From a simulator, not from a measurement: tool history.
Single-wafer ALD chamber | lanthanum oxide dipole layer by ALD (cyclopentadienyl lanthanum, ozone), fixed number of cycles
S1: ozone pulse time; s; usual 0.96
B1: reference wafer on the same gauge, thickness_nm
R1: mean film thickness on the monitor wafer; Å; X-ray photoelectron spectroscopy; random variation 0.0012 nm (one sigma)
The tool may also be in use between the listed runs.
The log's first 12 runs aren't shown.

run,hour,S1,B1,R1
13,241,1.11,0.481,5.22
14,255.6,0.96,0.481,4.96
15,284.8,0.96,0.481,4.94
16,305.5,1.14,0.481,5.23
17,320.5,0.81,0.481,4.59
18,344.1,0.96,0.482,4.92
19,359.9,0.86,0.481,4.73
20,372.5,0.72,0.481,4.3
# hour 383.7: gauge calibrated
21,394,1.12,0.481,5.21
22,418,0.96,0.481,4.94
23,433.9,0.6,0.481,3.78
24,466.4,0.62,0.481,3.85
# hour 492.8: showerhead replaced
25,493.3,0.73,0.481,4.26
26,504.5,1.2,0.481,5.27
27,519.4,1.16,0.481,5.22
28,540.7,1.09,0.481,5.12
29,555.4,0.75,0.481,4.31
30,571.7,1.32,0.481,5.39
31,595.7,1.29,0.481,5.36
32,625.1,0.72,0.481,4.2

4 ways to go on from here, each from the tool as it stands after run 32. What would each give?
A,625.5,0.82,?,?
B,625.5,0.79,?,?
C,625.5,0.63,?,?
D,625.5,1.08,?,?

run,B1,R1
A,0.481,4.51
B,0.481,4.43
C,0.481,3.84
D,0.481,5.08
Without the tool's hidden state the same runs would have given:
run,R1
A,4.63
B,4.55
C,3.97
D,5.17
